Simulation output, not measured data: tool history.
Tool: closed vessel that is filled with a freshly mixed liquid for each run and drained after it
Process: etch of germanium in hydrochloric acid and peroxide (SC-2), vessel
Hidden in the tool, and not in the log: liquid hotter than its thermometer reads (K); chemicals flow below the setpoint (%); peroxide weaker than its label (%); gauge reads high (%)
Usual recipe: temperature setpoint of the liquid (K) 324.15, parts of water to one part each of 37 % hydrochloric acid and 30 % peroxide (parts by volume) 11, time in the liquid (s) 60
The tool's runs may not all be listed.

| run | hour | temperature setpoint of the liquid (K) | parts of water to one part each of 37 % hydrochloric acid and 30 % peroxide (parts by volume) | time in the liquid (s) | wafers since the last listed run | hours since the thermometer was replaced | hours since the chemicals flow meter was replaced | hours since the drum of peroxide was connected | hours since the gauge calibration | read-back film thickness of the germanium reference wafer, read on the same gauge (nm) | thickness taken off the germanium on a monitor wafer (nm) |
|---|---|---|---|---|---|---|---|---|---|---|---|
| 1 | 0 | 324.15 | 11 | 60 | 0 | 2552.5 | 2040.4 | 213.3 | 218 | 130.01 | 90.8 |
| 2 | 15 | 324.15 | 9.5 | 85 | 1162 | 2567.5 | 2055.4 | 228.3 | 233 | 130 | 130.48 |
| 3 | 29.6 | 324.15 | 9.5 | 85 | 1131 | 2582.1 | 2070 | 242.9 | 247.6 | 129.99 | 130.42 |
| 4 | 39.8 | 324.15 | 9.5 | 85 | 790 | 2592.3 | 2080.2 | 253.1 | 257.8 | 129.98 | 130.42 |
| 5 | 57.2 | 324.15 | 11 | 60 | 1348 | 2609.7 | 2097.6 | 270.5 | 275.2 | 130.02 | 90.78 |
| 6 | 74.1 | 324.15 | 11 | 60 | 1310 | 2626.6 | 2114.5 | 287.4 | 292.1 | 129.97 | 90.88 |
| 7 | 91.9 | 324.15 | 11 | 60 | 1379 | 2644.4 | 2132.3 | 305.2 | 309.9 | 130.01 | 90.31 |
| 8 | 101.4 | 324.15 | 11 | 60 | 736 | 2653.9 | 2141.8 | 314.7 | 319.4 | 130 | 90.8 |
|  | 105.5 | new drum of peroxide connected |
| 9 | 116.5 | 324.15 | 11 | 60 | 1092 | 2669 | 2156.9 | 11 | 334.5 | 130.01 | 91.62 |
| 10 | 127.1 | 324.15 | 11 | 60 | 821 | 2679.6 | 2167.5 | 21.6 | 345.1 | 130 | 91.04 |
| 11 | 138.8 | 324.15 | 11 | 60 | 906 | 2691.3 | 2179.2 | 33.3 | 356.8 | 129.97 | 90.9 |
| 12 | 146.1 | 324.15 | 11 | 60 | 565 | 2698.6 | 2186.5 | 40.6 | 364.1 | 130.01 | 91.71 |
| 13 | 157.8 | 324.15 | 11 | 60 | 906 | 2710.3 | 2198.2 | 52.3 | 375.8 | 129.99 | 91.22 |
|  | 176.8 | thermometer replaced |
| 14 | 207.3 | 324.15 | 11 | 60 | 3759 | 30.5 | 2247.7 | 101.8 | 425.3 | 130.02 | 91.28 |
| 15 | 214.2 | 333.65 | 11 | 60 | 534 | 37.4 | 2254.6 | 108.7 | 432.2 | 130.02 | 121.27 |
|  | 218.8 | chemicals flow meter replaced |
| 16 | 242.7 | 318.15 | 11 | 90 | 2131 | 65.9 | 23.9 | 137.2 | 460.7 | 130.01 | 113.15 |
| 17 | 257.1 | 331.65 | 11 | 80 | 1116 | 80.3 | 38.3 | 151.6 | 475.1 | 130 | 151.41 |
| 18 | 263.8 | 324.15 | 11 | 60 | 519 | 87 | 45 | 158.3 | 481.8 | 130.01 | 90.98 |
| 19 | 278 | 316.65 | 15 | 35 | 1100 | 101.2 | 59.2 | 172.5 | 496 | 129.99 | 40.27 |
| 20 | 288.1 | 328.15 | 14 | 80 | 782 | 111.3 | 69.3 | 182.6 | 506.1 | 129.99 | 131.78 |
| 21 | 303.3 | 324.15 | 13.5 | 60 | 1178 | 126.5 | 84.5 | 197.8 | 521.3 | 130.01 | 88.55 |
| 22 | 309.9 | 324.15 | 11 | 60 | 511 | 133.1 | 91.1 | 204.4 | 527.9 | 130.03 | 90.76 |
|  | 317.5 | gauge calibrated |
| 23 | 324.4 | 324.15 | 11 | 40 | 1123 | 147.6 | 105.6 | 218.9 | 6.9 | 130.01 | 60.8 |
| 24 | 355.5 | 318.15 | 9 | 75 | 2410 | 178.7 | 136.7 | 250 | 38 | 129.97 | 95.34 |
| 25 | 371.5 | 329.15 | 6.5 | 60 | 1240 | 194.7 | 152.7 | 266 | 54 | 129.98 | 111 |
| 26 | 387.6 | 324.15 | 11 | 60 | 1247 | 210.8 | 168.8 | 282.1 | 70.1 | 129.97 | 90.45 |
| 27 | 393.9 | 324.15 | 14.5 | 35 | 488 | 217.1 | 175.1 | 288.4 | 76.4 | 130.01 | 50.68 |
| 28 | 411.1 | 324.15 | 11 | 60 | 1333 | 234.3 | 192.3 | 305.6 | 93.6 | 129.98 | 90.22 |
| 29 | 424.6 | 317.15 | 9.5 | 70 | 1046 | 247.8 | 205.8 | 319.1 | 107.1 | 130.01 | 85.13 |

5 options for the next run, each taken on its own from the tool as it stands now. Forecast them:
| A | 425.3 | 327.15 | 11 | 60 | 54 | 248.5 | 206.5 | 319.8 | 107.8 | ? | ? |
| B | 425.3 | 330.15 | 11 | 80 | 54 | 248.5 | 206.5 | 319.8 | 107.8 | ? | ? |
| C | 425.3 | 321.15 | 6.5 | 85 | 54 | 248.5 | 206.5 | 319.8 | 107.8 | ? | ? |
| D | 425.3 | 324.15 | 11 | 80 | 54 | 248.5 | 206.5 | 319.8 | 107.8 | ? | ? |
| E | 425.3 | 317.65 | 16 | 70 | 54 | 248.5 | 206.5 | 319.8 | 107.8 | ? | ? |

| run | read-back film thickness of the germanium reference wafer, read on the same gauge (nm) | thickness taken off the germanium on a monitor wafer (nm) |
|---|---|---|
| A | 129.98 | 98.58 |
| B | 129.98 | 143.82 |
| C | 129.98 | 121.11 |
| D | 129.98 | 119.91 |
| E | 129.98 | 81.15 |
Take away the tool's hidden state, keep each run's random variation, and the runs would have read:
| run | thickness taken off the germanium on a monitor wafer (nm) |
|---|---|
| A | 99.89 |
| B | 145.8 |
| C | 122 |
| D | 121.44 |
| E | 82.49 |
